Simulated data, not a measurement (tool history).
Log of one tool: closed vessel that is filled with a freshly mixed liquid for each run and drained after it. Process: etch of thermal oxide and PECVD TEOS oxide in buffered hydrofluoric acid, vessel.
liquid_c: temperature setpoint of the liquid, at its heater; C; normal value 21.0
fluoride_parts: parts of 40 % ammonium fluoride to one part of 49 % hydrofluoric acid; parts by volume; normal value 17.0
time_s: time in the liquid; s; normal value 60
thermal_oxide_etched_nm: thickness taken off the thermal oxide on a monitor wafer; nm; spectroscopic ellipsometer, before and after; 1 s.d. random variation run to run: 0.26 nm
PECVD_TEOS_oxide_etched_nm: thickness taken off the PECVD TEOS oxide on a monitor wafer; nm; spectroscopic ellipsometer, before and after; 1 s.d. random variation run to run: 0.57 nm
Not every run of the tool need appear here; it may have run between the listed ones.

run   hour  liquid_c  fluoride_parts  time_s  read-back film thickness of the thermal oxide reference wafer, read on the same gauge (nm)  read-back film thickness of the PECVD TEOS oxide reference wafer, read on the same gauge (nm)  thermal_oxide_etched_nm  PECVD_TEOS_oxide_etched_nm
  1    0.0      21.0            17.0      60                                                                                       40.22                                                                                         140.64                    37.10                       73.55
  2   40.8      21.0            17.0      60                                                                                       40.19                                                                                         140.80                    37.71                       73.04
  3   89.0      21.0            14.5      60                                                                                       40.26                                                                                         140.93                    43.68                       86.43
  4  126.1      24.0            20.0      60                                                                                       40.35                                                                                         141.07                    37.49                       75.11
  5  161.8      21.0            17.0      60                                                                                       40.35                                                                                         141.29                    37.67                       74.37
  6  233.3      21.0            17.0      60                                                                                       40.49                                                                                         141.70                    38.10                       74.50
  7  261.0      21.0            17.0      60                                                                                       40.55                                                                                         141.91                    38.13                       74.15
  8  286.8      21.0            17.0      60                                                                                       40.57                                                                                         142.04                    38.03                       75.68
  9  342.8      18.5            17.0      60                                                                                       40.74                                                                                         142.47                    33.05                       64.11
     379.6  -- hydrofluoric acid flow meter replaced
 10  381.7      18.5            17.0      60                                                                                       40.81                                                                                         142.79                    33.25                       64.73
 11  414.5      21.0            17.0      35                                                                                       40.88                                                                                         143.04                    22.22                       44.07
 12  476.8      21.0            17.0      35                                                                                       41.03                                                                                         143.69                    22.33                       43.53
     527.8  -- gauge calibrated
 13  541.9      21.0            17.0      60                                                                                       40.11                                                                                         140.36                    37.31                       73.05
     577.9  -- thermometer replaced
 14  606.2      21.0            17.0      60                                                                                       40.11                                                                                         140.38                    37.62                       73.18
 15  796.2      19.5            17.0      30                                                                                       40.24                                                                                         140.80                    17.28                       33.32
 16  839.9      21.0            17.0      60                                                                                       40.28                                                                                         141.01                    38.27                       74.07
 17  866.3      21.0            12.5      60                                                                                       40.33                                                                                         141.10                    50.85                      100.37

Forecast run 18:
 18  926.0      21.0            13.0      60                                                                                           ?                                                                                              ?                        ?                           ?

Run 18 gave read-back film thickness of the thermal oxide reference wafer, read on the same gauge (nm) 40.45, read-back film thickness of the PECVD TEOS oxide reference wafer, read on the same gauge (nm) 141.41, thermal_oxide_etched_nm 49.50 nm, PECVD_TEOS_oxide_etched_nm 96.55 nm.
If the tool had no hidden condition, the same run with the same run-to-run variation would have returned thermal_oxide_etched_nm 49.00 nm, PECVD_TEOS_oxide_etched_nm 95.58 nm.
